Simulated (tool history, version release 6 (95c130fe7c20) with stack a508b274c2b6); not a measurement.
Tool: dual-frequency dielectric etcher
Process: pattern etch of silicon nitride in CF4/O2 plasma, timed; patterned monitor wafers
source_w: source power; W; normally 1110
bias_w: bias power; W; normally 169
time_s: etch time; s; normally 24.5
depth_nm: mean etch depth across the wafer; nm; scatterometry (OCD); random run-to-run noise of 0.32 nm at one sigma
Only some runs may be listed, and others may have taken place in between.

run,hour,source_w,bias_w,time_s,"read-back reference wafer on the same gauge, depth_nm",depth_nm
1,0,1110,169,24.5,87,100.3
2,49.9,1110,169,24.5,87.1,100.4
3,109.8,1110,169,24.5,87,100.7
4,207.8,1110,169,24.5,87,100.4
5,265.6,1110,169,24.5,87,99.8
6,341.7,1110,169,24.5,87,100
7,404.5,1110,180,24.5,87,102.7
8,483.5,1110,180,24.5,86.9,102.6
9,522.9,1110,169,24.5,87,100.1
10,594.2,1110,169,24.5,87,100.6
11,672.1,1110,169,24.5,87,100.3
12,742.6,1110,207,24.5,87,108.3
13,1045.4,1110,152,24.5,87,96.6
14,1129.2,990,195,22,87,87.1
15,1179.1,1110,169,22,87,89.7
16,1383,860,194,27,87,96.2
17,1419,1110,198,24.5,86.9,105.8
18,1468.5,980,169,26.5,87,98.5
19,1522.4,1110,169,24.5,87,99.8
20,1602.5,1340,142,31,87.1,137.9

Removed from this log: 9 entries logged between the listed runs. Between which two listed runs does each belong, and how does the tool's hidden state at the listed run before it compare with that at the listed run after it?
From run 2 to run 3: wet clean of the chamber (hour 95)
  no difference in the tool's unlogged condition between these two runs
From run 9 to run 10: wet clean of the chamber (hour 558.2)
  no difference in the tool's unlogged condition between these two runs
From run 10 to run 11: gauge calibrated (hour 630.8)
  no difference in the tool's unlogged condition between these two runs
From run 12 to run 13: bias power generator calibrated (hour 753.2); upper electrode replaced (hour 878.9); wet clean of the chamber (hour 960.2)
  no difference in the tool's unlogged condition between these two runs
From run 13 to run 14: source power generator calibrated (hour 1064.9)
  no difference in the tool's unlogged condition between these two runs
From run 15 to run 16: wet clean of the chamber (hour 1382.5)
  no difference in the tool's unlogged condition between these two runs
From run 19 to run 20: gauge calibrated (hour 1587.3)
  no difference in the tool's unlogged condition between these two runs
